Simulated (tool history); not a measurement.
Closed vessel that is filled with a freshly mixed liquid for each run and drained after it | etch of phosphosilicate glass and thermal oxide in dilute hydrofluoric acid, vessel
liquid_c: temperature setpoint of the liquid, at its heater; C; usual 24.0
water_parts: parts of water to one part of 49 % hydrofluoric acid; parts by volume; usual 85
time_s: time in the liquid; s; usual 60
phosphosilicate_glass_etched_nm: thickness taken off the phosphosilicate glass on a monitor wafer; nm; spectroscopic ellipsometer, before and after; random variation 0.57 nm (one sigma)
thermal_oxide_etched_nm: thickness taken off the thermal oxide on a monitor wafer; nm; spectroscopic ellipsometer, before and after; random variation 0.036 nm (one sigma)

run     day  liquid_c  water_parts  time_s  wafers since the last listed run  hours since the thermometer was replaced  hours since the hydrofluoric acid flow meter was replaced  hours since the gauge calibration  read-back film thickness of the phosphosilicate glass reference wafer, read on the same gauge (nm)  read-back film thickness of the thermal oxide reference wafer, read on the same gauge (nm)  phosphosilicate_glass_etched_nm  thermal_oxide_etched_nm
  1   0.000      20.5           65      60                                 0                                      10.4                                                       21.8                              645.0                                                                                               89.99                                                                                      39.999                           124.49                    3.833
  2   0.662      24.0           85      60                              1081                                      26.3                                                       37.7                              660.9                                                                                               89.98                                                                                      40.017                           107.31                    3.400
  3   0.938      24.0           85      60                               448                                      32.9                                                       44.3                              667.5                                                                                               89.99                                                                                      40.006                           107.63                    3.357
      1.388  -- gauge calibrated
  4   1.579      24.0           85      60                              1047                                      48.3                                                       59.7                                4.6                                                                                               90.00                                                                                      39.992                           108.19                    3.279
  5   2.846      24.0           85      60                              2067                                      78.7                                                       90.1                               35.0                                                                                               90.02                                                                                      40.018                           107.02                    3.290
  6   3.329      21.5           85      50                               788                                      90.3                                                      101.7                               46.6                                                                                               90.01                                                                                      40.026                            81.24                    2.506
  7   3.988      24.0           85      60                              1074                                     106.1                                                      117.5                               62.4                                                                                               90.00                                                                                      40.013                           108.46                    3.251
  8   4.262      24.0           85      60                               448                                     112.7                                                      124.1                               69.0                                                                                               90.03                                                                                      39.985                           106.92                    3.251
  9   4.912      24.0           85      60                              1060                                     128.3                                                      139.7                               84.6                                                                                               89.98                                                                                      40.037                           107.23                    3.352
 10   5.575      22.0          110      60                              1081                                     144.2                                                      155.6                              100.5                                                                                               89.99                                                                                      40.049                            73.71                    2.256
 11   5.979      24.0           85      40                               659                                     153.9                                                      165.3                              110.2                                                                                               90.01                                                                                      39.980                            71.72                    2.232
 12   6.450      28.0          115      75                               768                                     165.2                                                      176.6                              121.5                                                                                               90.01                                                                                      39.979                           111.14                    3.390
 13   7.129      24.0          100      60                              1108                                     181.5                                                      192.9                              137.8                                                                                               89.97                                                                                      40.003                            88.77                    2.729
 14   9.250      24.0           85      60                              3461                                     232.4                                                      243.8                              188.7                                                                                               89.98                                                                                      39.994                           106.68                    3.278
 15   9.742      24.0           85      60                               802                                     244.2                                                      255.6                              200.5                                                                                               90.02                                                                                      40.018                           107.37                    3.282
 16  10.408      24.0          115      90                              1088                                     260.2                                                      271.6                              216.5                                                                                               90.02                                                                                      40.026                           114.60                    3.523
 17  10.800      24.0           85      45                               639                                     269.6                                                      281.0                              225.9                                                                                               90.00                                                                                      39.986                            80.32                    2.487
 18  11.325      21.5           60      30                               856                                     282.2                                                      293.6                              238.5                                                                                               89.99                                                                                      39.996                            70.93                    2.171
 19  12.075      19.0           85      40                              1224                                     300.2                                                      311.6                              256.5                                                                                               89.99                                                                                      39.998                            58.15                    1.847
 20  12.388      20.0          125      70                               510                                     307.7                                                      319.1                              264.0                                                                                               90.02                                                                                      40.009                            69.08                    2.153
 21  13.038      24.0          120      60                              1060                                     323.3                                                      334.7                              279.6                                                                                               89.98                                                                                      40.007                            72.86                    2.238
 22  13.325      24.0           65      30                               469                                     330.2                                                      341.6                              286.5                                                                                               89.98                                                                                      40.005                            71.57                    2.235
 23  14.017      27.0          100      35                              1128                                     346.8                                                      358.2                              303.1                                                                                               89.98                                                                                      39.983                            58.44                    1.832
 24  14.317      20.0          110      50                               489                                     354.0                                                      365.4                              310.3                                                                                               90.02                                                                                      39.979                            56.92                    1.752
 25  15.112      24.0           70      50                              1299                                     373.1                                                      384.5                              329.4                                                                                               90.01                                                                                      40.008                           110.30                    3.405

What the log doesn't show, run by run:
liquid hotter than its thermometer reads (K): 0 in every run
hydrofluoric acid flow below the setpoint (%): 0 in every run
gauge reads high (%): 0 in every run
